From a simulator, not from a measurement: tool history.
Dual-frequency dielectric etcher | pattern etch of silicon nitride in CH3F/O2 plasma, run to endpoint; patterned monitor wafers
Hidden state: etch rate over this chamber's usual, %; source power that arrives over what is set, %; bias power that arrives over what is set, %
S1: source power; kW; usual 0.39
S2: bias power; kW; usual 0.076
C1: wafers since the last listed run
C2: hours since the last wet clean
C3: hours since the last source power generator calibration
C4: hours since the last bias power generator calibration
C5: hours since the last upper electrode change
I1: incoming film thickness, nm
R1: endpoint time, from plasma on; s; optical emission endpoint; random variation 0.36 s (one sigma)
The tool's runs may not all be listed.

run    hour    S1     S2    C1     C2      C3      C4      C5    I1    R1
  1       0  0.39  0.076     0    558  2808.2   950.4   868.5  63.4  76.1
       63.7  -- wet clean of the chamber
  2    64.2  0.39  0.076   375    0.5  2872.4  1014.6   932.7  63.7  76.9
  3   105.1  0.39  0.076   381   41.4  2913.3  1055.5   973.6  63.4  76.3
  4   219.9  0.39  0.076  1071  156.2  3028.1  1170.3  1088.4    64  76.2
  5   285.6  0.39  0.076   613  221.9  3093.8    1236  1154.1  63.6  76.1
  6   339.6  0.39  0.076   503  275.9  3147.8    1290  1208.1  63.9  76.6
  7   392.7  0.39  0.076   495    329  3200.9  1343.1  1261.2  64.1  76.8
  8   455.5  0.39  0.066   586  391.8  3263.7  1405.9    1324  64.2  80.3
  9   524.2  0.39  0.067   641  460.5  3332.4  1474.6  1392.7  63.5  79.9
 10   590.6  0.39  0.067   619  526.9  3398.8    1541  1459.1  64.2  80.4
        655  -- bias power generator calibrated
 11   668.4  0.39  0.076   688  604.7  3476.6    13.4  1536.9  63.1  74.7
      744.6  -- wet clean of the chamber
 12   745.1  0.39  0.063   491    0.5  3553.3    90.1  1613.6  64.2  81.1
 13   772.3  0.39  0.085   253   27.7  3580.5   117.3  1640.8  63.7  73.3
 14   832.1  0.43  0.069   558   87.5  3640.3   177.1  1700.6  63.2  74.4
 15   918.2  0.43  0.069   803  173.6  3726.4   263.2  1786.7  63.7  74.8
 16     974  0.34  0.093   520  229.4  3782.2     319  1842.5  64.3  76.9
 17  1021.3  0.35  0.062   441  276.7  3829.5   366.3  1889.8  64.3  86.1
 18  1094.2  0.39  0.071   680  349.6  3902.4   439.2  1962.7  63.4  77.7
 19  1157.1  0.48  0.095   587  412.5  3965.3   502.1  2025.6  63.9  64.1
     1257.3  -- upper electrode replaced
     1270.5  -- source power generator calibrated
     1352.1  -- wet clean of the chamber
 20  1418.2  0.39  0.058  1951   66.1   147.7   763.2   160.9  64.2  83.7
 21  1465.7  0.34  0.082   443  113.6   195.2   810.7   208.4  64.5  81.5
 22  1547.3  0.32  0.086   761  195.2   276.8   892.3     290  63.4  80.9
 23  1616.5  0.39  0.076   645  264.4     346   961.5   359.2  64.4  77.4
 24  1721.6  0.39  0.076   980  369.5   451.1  1066.6   464.3  63.8  77.2
 25    1784  0.39  0.076   582  431.9   513.5    1129   526.7  63.5  76.7
 26  1867.7  0.47  0.087   781  515.6   597.2  1212.7   610.4  63.1  66.3
     1950.9  -- wet clean of the chamber
 27  1954.9  0.47  0.076   589      4   684.4  1299.9   697.6  63.9  70.4
 28  2013.2  0.32  0.076   544   62.3   742.7  1358.2   755.9  63.9  85.1
 29  2111.1  0.39  0.076   913  160.2   840.6  1456.1   853.8  63.6  75.8
 30  2156.6  0.39  0.091   424  205.7   886.1  1501.6   899.3  63.7    73
 31    2213  0.31  0.091   526  262.1   942.5    1558   955.7  63.9  81.5
 32  2251.1  0.46  0.066   355  300.2   980.6  1596.1   993.8  62.9  73.6
 33    2327  0.39  0.076   708  376.1  1056.5    1672  1069.7  64.2  77.4
     2365.8  -- bias power generator calibrated
 34  2400.6  0.36  0.095   649  449.7  1130.1    34.8  1143.3  64.1  73.9
 35  2446.4  0.48   0.07   427  495.5  1175.9    80.6  1189.1    64  70.9

What the log doesn't show, run by run:
etch rate over this chamber's usual, %: 0 in every run
source power that arrives over what is set, %: 0 in every run
H1: bias power that arrives over what is set, %
run      H1
  1   -3.53
  2   -3.64
  3    -3.7
  4   -3.86
  5   -3.94
  6   -3.99
  7   -4.05
  8    -4.1
  9   -4.16
 10    -4.2
 11  -0.542
 12   -1.16
 13   -1.36
 14   -1.77
 15   -2.29
 16   -2.59
 17   -2.82
 18   -3.15
 19    -3.4
 20    -4.2
 21   -4.32
 22   -4.49
 23   -4.62
 24   -4.79
 25   -4.88
 26   -4.98
 27   -5.08
 28   -5.14
 29   -5.22
 30   -5.25
 31   -5.29
 32   -5.32
 33   -5.36
 34   -1.21
 35   -1.58
